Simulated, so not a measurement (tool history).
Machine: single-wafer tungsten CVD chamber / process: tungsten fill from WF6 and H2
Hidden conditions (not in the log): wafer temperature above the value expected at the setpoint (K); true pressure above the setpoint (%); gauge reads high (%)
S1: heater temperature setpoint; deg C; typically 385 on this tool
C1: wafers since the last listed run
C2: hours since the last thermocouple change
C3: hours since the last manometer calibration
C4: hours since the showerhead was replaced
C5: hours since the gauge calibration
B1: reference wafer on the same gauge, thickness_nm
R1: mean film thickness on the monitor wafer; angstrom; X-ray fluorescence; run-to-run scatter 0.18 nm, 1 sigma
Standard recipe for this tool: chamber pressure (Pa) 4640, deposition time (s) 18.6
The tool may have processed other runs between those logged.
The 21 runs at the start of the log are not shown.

{"run": 22, "hour": 270.1, "S1": 385, "chamber pressure (Pa)": 3840, "deposition time (s)": 21.4, "C1": 303, "C2": 1276.7, "C3": 73.7, "C4": 7094.8, "C5": 50.5, "B1": 42.692, "R1": 435.27}
{"run": 23, "hour": 285.4, "S1": 396, "chamber pressure (Pa)": 3760, "deposition time (s)": 15.5, "C1": 407, "C2": 1292, "C3": 89, "C4": 7110.1, "C5": 65.8, "B1": 42.777, "R1": 377.85}
{"hour": 320.5, "done": "thermocouple changed; heater temperature recalibrated"}
{"run": 24, "hour": 337.4, "S1": 385, "chamber pressure (Pa)": 4640, "deposition time (s)": 21.4, "C1": 1171, "C2": 16.9, "C3": 141, "C4": 7162.1, "C5": 117.8, "B1": 42.709, "R1": 470.37}
{"run": 25, "hour": 346.3, "S1": 371, "chamber pressure (Pa)": 4026, "deposition time (s)": 18.6, "C1": 236, "C2": 25.8, "C3": 149.9, "C4": 7171, "C5": 126.7, "B1": 42.669, "R1": 300.7}
{"hour": 361.4, "done": "showerhead replaced"}
{"run": 26, "hour": 361.9, "S1": 385, "chamber pressure (Pa)": 4640, "deposition time (s)": 18.6, "C1": 202, "C2": 41.4, "C3": 165.5, "C4": 0.5, "C5": 142.3, "B1": 42.685, "R1": 411.2}
{"run": 27, "hour": 373.9, "S1": 371, "chamber pressure (Pa)": 5626, "deposition time (s)": 15.9, "C1": 319, "C2": 53.4, "C3": 177.5, "C4": 12.5, "C5": 154.3, "B1": 42.726, "R1": 297.26}
{"run": 28, "hour": 384.9, "S1": 378, "chamber pressure (Pa)": 4640, "deposition time (s)": 18.6, "C1": 292, "C2": 64.4, "C3": 188.5, "C4": 23.5, "C5": 165.3, "B1": 42.573, "R1": 363.74}
{"run": 29, "hour": 399.1, "S1": 385, "chamber pressure (Pa)": 4640, "deposition time (s)": 17.7, "C1": 377, "C2": 78.6, "C3": 202.7, "C4": 37.7, "C5": 179.5, "B1": 42.715, "R1": 391.12}
{"run": 30, "hour": 411.9, "S1": 385, "chamber pressure (Pa)": 4640, "deposition time (s)": 18.6, "C1": 340, "C2": 91.4, "C3": 215.5, "C4": 50.5, "C5": 192.3, "B1": 42.73, "R1": 410.26}
{"run": 31, "hour": 428.5, "S1": 385, "chamber pressure (Pa)": 3840, "deposition time (s)": 21.4, "C1": 441, "C2": 108, "C3": 232.1, "C4": 67.1, "C5": 208.9, "B1": 42.653, "R1": 435.2}
{"run": 32, "hour": 440.3, "S1": 385, "chamber pressure (Pa)": 4640, "deposition time (s)": 21.8, "C1": 314, "C2": 119.8, "C3": 243.9, "C4": 78.9, "C5": 220.7, "B1": 42.708, "R1": 477.62}
{"run": 33, "hour": 454.8, "S1": 385, "chamber pressure (Pa)": 4640, "deposition time (s)": 18.6, "C1": 385, "C2": 134.3, "C3": 258.4, "C4": 93.4, "C5": 235.2, "B1": 42.694, "R1": 409.94}
{"run": 34, "hour": 469.8, "S1": 385, "chamber pressure (Pa)": 4640, "deposition time (s)": 18.6, "C1": 399, "C2": 149.3, "C3": 273.4, "C4": 108.4, "C5": 250.2, "B1": 42.701, "R1": 410.25}

Here are 3 independent what-if runs from the current tool condition. What would each one return?
{"run": "A", "hour": 470.2, "S1": 385, "chamber pressure (Pa)": 4640, "deposition time (s)": 18.6, "C1": 10, "C2": 149.7, "C3": 273.8, "C4": 108.8, "C5": 250.6, "B1": "?", "R1": "?"}
{"run": "B", "hour": 470.2, "S1": 393, "chamber pressure (Pa)": 4640, "deposition time (s)": 18.6, "C1": 10, "C2": 149.7, "C3": 273.8, "C4": 108.8, "C5": 250.6, "B1": "?", "R1": "?"}
{"run": "C", "hour": 470.2, "S1": 373, "chamber pressure (Pa)": 5120, "deposition time (s)": 20.3, "C1": 10, "C2": 149.7, "C3": 273.8, "C4": 108.8, "C5": 250.6, "B1": "?", "R1": "?"}

run=A B1=42.67 R1=407.44
run=B B1=42.67 R1=467.4
run=C B1=42.67 R1=374.99
The same runs, with their run-to-run variation unchanged, on a tool lacking any hidden condition would have given:
run=A R1=410.57
run=B R1=470.99
run=C R1=377.84

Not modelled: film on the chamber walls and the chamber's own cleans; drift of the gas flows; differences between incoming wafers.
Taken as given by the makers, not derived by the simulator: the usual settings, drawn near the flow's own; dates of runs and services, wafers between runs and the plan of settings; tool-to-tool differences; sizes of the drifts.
